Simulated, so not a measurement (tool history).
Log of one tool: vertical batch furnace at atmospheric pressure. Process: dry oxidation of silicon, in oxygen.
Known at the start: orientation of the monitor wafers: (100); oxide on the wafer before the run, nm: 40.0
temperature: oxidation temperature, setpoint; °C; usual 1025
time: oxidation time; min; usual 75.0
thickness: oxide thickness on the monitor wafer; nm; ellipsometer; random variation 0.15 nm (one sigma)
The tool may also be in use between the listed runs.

run	hour	temperature	time	read-back reference wafer on the same gauge, thickness	thickness
1	0.0	1025	75.0	98.29	99.62
2	19.0	1025	95.0	98.28	112.55
3	45.6	1025	75.0	98.31	100.27
4	62.0	1025	75.0	98.28	99.94
5	83.7	1025	101.0	98.28	116.33
6	112.8	1025	53.0	98.33	85.14
7	134.5	1025	53.0	98.31	85.31
8	149.6	1025	75.0	98.28	100.00
# hour 159.4: gauge calibrated
9	185.2	1025	75.0	98.29	100.35
# hour 233.4: boat lift adjusted
10	233.9	1004	48.0	98.28	73.39
11	242.9	1044	108.5	98.29	136.90
12	256.9	1015	97.5	98.32	107.60
# hour 283.3: thermocouples replaced and temperature profile calibrated
13	283.8	1025	75.0	98.30	97.26
14	304.9	1025	75.0	98.30	97.42
15	333.4	1025	103.5	98.28	114.79
16	365.0	1048	49.5	98.32	91.70

What the log doesn't show, run by run:
monitor wafer colder than the profiled boat position, K: 0 in every run
gauge reads high (%): 0 in every run
H1: true tube temperature minus thermocouple reading, K
run	H1
1	4.59
2	4.63
3	4.69
4	4.73
5	4.78
6	4.85
7	4.9
8	4.93
9	5.01
10	5.13
11	5.15
12	5.18
13	0.418
14	0.467
15	0.533
16	0.606
